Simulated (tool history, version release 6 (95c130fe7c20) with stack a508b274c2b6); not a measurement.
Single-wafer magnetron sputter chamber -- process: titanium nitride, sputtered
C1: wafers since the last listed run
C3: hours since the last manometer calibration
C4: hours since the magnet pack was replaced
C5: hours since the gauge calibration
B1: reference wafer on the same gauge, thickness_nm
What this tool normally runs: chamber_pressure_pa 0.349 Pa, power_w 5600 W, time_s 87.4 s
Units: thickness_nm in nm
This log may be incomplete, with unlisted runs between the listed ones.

run 1 hour=0.0 | chamber_pressure_pa=0.349 power_w=5600 time_s=87.4 | C1=0 wafers_on_the_sputter_target=6893 C3=1093.9 C4=10339.9 C5=772.7 | B1=85.338 | thickness_nm=92.802
-- hour=45.7 sputter target and shields replaced
run 2 hour=61.4 | chamber_pressure_pa=0.349 power_w=5600 time_s=87.4 | C1=744 wafers_on_the_sputter_target=218 C3=1155.3 C4=10401.3 C5=834.1 | B1=85.338 | thickness_nm=95.124
run 3 hour=93.4 | chamber_pressure_pa=0.349 power_w=5600 time_s=87.4 | C1=446 wafers_on_the_sputter_target=665 C3=1187.3 C4=10433.3 C5=866.1 | B1=85.366 | thickness_nm=95.176
run 4 hour=131.5 | chamber_pressure_pa=0.274 power_w=5600 time_s=75.2 | C1=531 wafers_on_the_sputter_target=1196 C3=1225.4 C4=10471.4 C5=904.2 | B1=85.456 | thickness_nm=83.295
run 5 hour=199.2 | chamber_pressure_pa=0.349 power_w=4550 time_s=87.4 | C1=944 wafers_on_the_sputter_target=2141 C3=1293.1 C4=10539.1 C5=971.9 | B1=85.473 | thickness_nm=77.031
run 6 hour=252.7 | chamber_pressure_pa=0.349 power_w=5600 time_s=87.4 | C1=746 wafers_on_the_sputter_target=2887 C3=1346.6 C4=10592.6 C5=1025.4 | B1=85.451 | thickness_nm=94.189
run 7 hour=302.6 | chamber_pressure_pa=0.458 power_w=5600 time_s=87.4 | C1=696 wafers_on_the_sputter_target=3583 C3=1396.5 C4=10642.5 C5=1075.3 | B1=85.413 | thickness_nm=91.768
run 8 hour=364.1 | chamber_pressure_pa=0.349 power_w=5600 time_s=87.4 | C1=857 wafers_on_the_sputter_target=4441 C3=1458.0 C4=10704.0 C5=1136.8 | B1=85.445 | thickness_nm=93.643
run 9 hour=417.0 | chamber_pressure_pa=0.349 power_w=5600 time_s=87.4 | C1=738 wafers_on_the_sputter_target=5179 C3=1510.9 C4=10756.9 C5=1189.7 | B1=85.413 | thickness_nm=93.764
run 10 hour=449.5 | chamber_pressure_pa=0.349 power_w=5600 time_s=87.4 | C1=453 wafers_on_the_sputter_target=5633 C3=1543.4 C4=10789.4 C5=1222.2 | B1=85.387 | thickness_nm=93.373
run 11 hour=476.1 | chamber_pressure_pa=0.349 power_w=5600 time_s=87.4 | C1=371 wafers_on_the_sputter_target=6004 C3=1570.0 C4=10816.0 C5=1248.8 | B1=85.499 | thickness_nm=93.050
-- hour=544.8 sputter target and shields replaced
run 12 hour=545.3 | chamber_pressure_pa=0.349 power_w=5600 time_s=87.4 | C1=853 wafers_on_the_sputter_target=7 C3=1639.2 C4=10885.2 C5=1318.0 | B1=85.472 | thickness_nm=95.406
run 13 hour=578.7 | chamber_pressure_pa=0.349 power_w=5600 time_s=87.4 | C1=465 wafers_on_the_sputter_target=473 C3=1672.6 C4=10918.6 C5=1351.4 | B1=85.371 | thickness_nm=95.054
run 14 hour=642.4 | chamber_pressure_pa=0.349 power_w=5600 time_s=87.4 | C1=888 wafers_on_the_sputter_target=1362 C3=1736.3 C4=10982.3 C5=1415.1 | B1=85.378 | thickness_nm=95.038
run 15 hour=691.8 | chamber_pressure_pa=0.349 power_w=5600 time_s=87.4 | C1=689 wafers_on_the_sputter_target=2051 C3=1785.7 C4=11031.7 C5=1464.5 | B1=85.372 | thickness_nm=94.261
run 16 hour=742.9 | chamber_pressure_pa=0.439 power_w=6950 time_s=87.4 | C1=712 wafers_on_the_sputter_target=2764 C3=1836.8 C4=11082.8 C5=1515.6 | B1=85.383 | thickness_nm=114.163
run 17 hour=810.4 | chamber_pressure_pa=0.438 power_w=6250 time_s=103.2 | C1=941 wafers_on_the_sputter_target=3706 C3=1904.3 C4=11150.3 C5=1583.1 | B1=85.390 | thickness_nm=121.213
run 18 hour=1002.2 | chamber_pressure_pa=0.474 power_w=5600 time_s=87.4 | C1=2675 wafers_on_the_sputter_target=6381 C3=2096.1 C4=11342.1 C5=1774.9 | B1=85.454 | thickness_nm=89.883
run 19 hour=1037.9 | chamber_pressure_pa=0.222 power_w=5050 time_s=97.9 | C1=498 wafers_on_the_sputter_target=6879 C3=2131.8 C4=11377.8 C5=1810.6 | B1=85.415 | thickness_nm=97.020
run 20 hour=1082.6 | chamber_pressure_pa=0.441 power_w=6400 time_s=103.3 | C1=623 wafers_on_the_sputter_target=7503 C3=2176.5 C4=11422.5 C5=1855.3 | B1=85.390 | thickness_nm=121.994
-- hour=1094.3 sputter target and shields replaced
-- hour=1101.7 capacitance manometer re-zeroed and calibrated
run 21 hour=1147.5 | chamber_pressure_pa=0.349 power_w=5600 time_s=73.5 | C1=690 wafers_on_the_sputter_target=639 C3=45.8 C4=11487.4 C5=1920.2 | B1=85.372 | thickness_nm=78.664
-- hour=1157.8 gauge calibrated
run 22 hour=1172.5 | chamber_pressure_pa=0.349 power_w=5600 time_s=97.2 | C1=348 wafers_on_the_sputter_target=988 C3=70.8 C4=11512.4 C5=14.7 | B1=85.337 | thickness_nm=104.009
run 23 hour=1218.8 | chamber_pressure_pa=0.446 power_w=4950 time_s=72.8 | C1=645 wafers_on_the_sputter_target=1634 C3=117.1 C4=11558.7 C5=61.0 | B1=85.337 | thickness_nm=67.008
run 24 hour=1254.8 | chamber_pressure_pa=0.295 power_w=4500 time_s=93.4 | C1=502 wafers_on_the_sputter_target=2136 C3=153.1 C4=11594.7 C5=97.0 | B1=85.361 | thickness_nm=81.150
-- hour=1284.3 magnet pack replaced
run 25 hour=1290.1 | chamber_pressure_pa=0.349 power_w=5600 time_s=71.1 | C1=380 wafers_on_the_sputter_target=2517 C3=188.4 C4=5.8 C5=132.3 | B1=85.396 | thickness_nm=76.013
run 26 hour=1334.7 | chamber_pressure_pa=0.349 power_w=4250 time_s=94.7 | C1=622 wafers_on_the_sputter_target=3139 C3=233.0 C4=50.4 C5=176.9 | B1=85.306 | thickness_nm=76.486
run 27 hour=1369.7 | chamber_pressure_pa=0.349 power_w=5600 time_s=87.4 | C1=488 wafers_on_the_sputter_target=3627 C3=268.0 C4=85.4 C5=211.9 | B1=85.504 | thickness_nm=93.006
run 28 hour=1402.2 | chamber_pressure_pa=0.349 power_w=5600 time_s=97.4 | C1=453 wafers_on_the_sputter_target=4081 C3=300.5 C4=117.9 C5=244.4 | B1=85.397 | thickness_nm=103.248
run 29 hour=1439.5 | chamber_pressure_pa=0.349 power_w=6450 time_s=87.4 | C1=520 wafers_on_the_sputter_target=4601 C3=337.8 C4=155.2 C5=281.7 | B1=85.415 | thickness_nm=106.589
-- hour=1544.6 sputter target and shields replaced
run 30 hour=1559.7 | chamber_pressure_pa=0.349 power_w=5600 time_s=87.4 | C1=1565 wafers_on_the_sputter_target=210 C3=458.0 C4=275.4 C5=401.9 | B1=85.384 | thickness_nm=94.531
run 31 hour=1630.3 | chamber_pressure_pa=0.349 power_w=5600 time_s=87.4 | C1=984 wafers_on_the_sputter_target=1194 C3=528.6 C4=346.0 C5=472.5 | B1=85.447 | thickness_nm=94.178

4 options for the next run, each taken on its own from the tool as it stands now. Forecast them:
run A hour=1630.7 | chamber_pressure_pa=0.349 power_w=5600 time_s=87.4 | C1=5 wafers_on_the_sputter_target=1200 C3=529.0 C4=346.4 C5=472.9 | B1=? | thickness_nm=?
run B hour=1630.7 | chamber_pressure_pa=0.349 power_w=5600 time_s=98.5 | C1=5 wafers_on_the_sputter_target=1200 C3=529.0 C4=346.4 C5=472.9 | B1=? | thickness_nm=?
run C hour=1630.7 | chamber_pressure_pa=0.256 power_w=6300 time_s=103.7 | C1=5 wafers_on_the_sputter_target=1200 C3=529.0 C4=346.4 C5=472.9 | B1=? | thickness_nm=?
run D hour=1630.7 | chamber_pressure_pa=0.349 power_w=5600 time_s=78.6 | C1=5 wafers_on_the_sputter_target=1200 C3=529.0 C4=346.4 C5=472.9 | B1=? | thickness_nm=?

run=A B1=85.361 thickness_nm=94.211
run=B B1=85.361 thickness_nm=106.176
run=C B1=85.361 thickness_nm=129.059
run=D B1=85.361 thickness_nm=84.725
Without the tool's hidden state the same runs would have given:
run=A thickness_nm=94.116
run=B thickness_nm=106.069
run=C thickness_nm=129.082
run=D thickness_nm=84.640
